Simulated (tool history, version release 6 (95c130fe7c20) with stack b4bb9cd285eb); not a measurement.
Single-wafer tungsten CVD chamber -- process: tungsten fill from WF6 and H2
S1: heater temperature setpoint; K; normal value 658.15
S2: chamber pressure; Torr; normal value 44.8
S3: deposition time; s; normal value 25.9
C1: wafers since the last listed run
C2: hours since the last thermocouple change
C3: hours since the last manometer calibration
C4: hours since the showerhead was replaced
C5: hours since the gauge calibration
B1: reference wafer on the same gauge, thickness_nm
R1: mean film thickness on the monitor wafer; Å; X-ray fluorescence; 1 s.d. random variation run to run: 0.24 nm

run	day	S1	S2	S3	C1	C2	C3	C4	C5	B1	R1
1	0.000	658.15	44.8	25.9	0	788.2	389.2	5619.3	943.9	52.927	650.01
2	2.579	658.15	44.8	25.9	1817	850.1	451.1	5681.2	1005.8	52.887	651.14
3	4.621	658.15	44.8	25.9	1438	899.1	500.1	5730.2	1054.8	52.889	655.01
4	6.792	658.15	44.8	25.9	1529	951.2	552.2	5782.3	1106.9	52.925	652.54
5	8.800	658.15	44.8	23.7	1415	999.4	600.4	5830.5	1155.1	52.932	596.82
6	12.362	658.15	44.8	23.7	2510	1084.9	685.9	5916.0	1240.6	53.020	596.39
# day 19.054: gauge calibrated
7	25.662	658.15	44.8	25.9	9373	1404.1	1005.1	6235.2	158.6	52.890	658.26
8	29.362	658.15	44.8	25.9	2607	1492.9	1093.9	6324.0	247.4	52.949	659.72
# day 32.229: showerhead replaced
9	32.425	658.15	44.8	25.9	1923	1566.4	1167.4	4.7	320.9	52.897	664.23
# day 33.062: thermocouple changed; heater temperature recalibrated
10	34.854	665.15	54.4	25.9	1477	43.0	1225.7	63.0	379.2	52.896	790.55
11	36.738	658.15	44.8	25.9	1327	88.2	1270.9	108.2	424.4	52.875	626.07
12	39.038	658.15	41.3	25.9	1620	143.4	1326.1	163.4	479.6	52.869	606.85
# day 41.000: capacitance manometer re-zeroed and calibrated
# day 42.483: thermocouple changed; heater temperature recalibrated, repeated, since the last time left the tool worse
13	43.117	658.15	39.4	27.3	2405	15.2	50.8	261.3	577.5	52.938	649.75
14	47.175	658.15	44.8	25.9	2860	112.6	148.2	358.7	674.9	52.932	644.40
15	49.254	653.15	51.9	25.9	1465	162.5	198.1	408.6	724.8	53.033	612.51

Run 16 has not been measured yet. What should we expect?
16	52.646	645.15	44.8	23.2	2390	243.9	279.5	490.0	806.2	?	?

Run 16 gave B1 52.923, R1 428.46 Å.
On a tool with no hidden condition, and with the same random variation, this run would have come out at R1 429.52 Å.
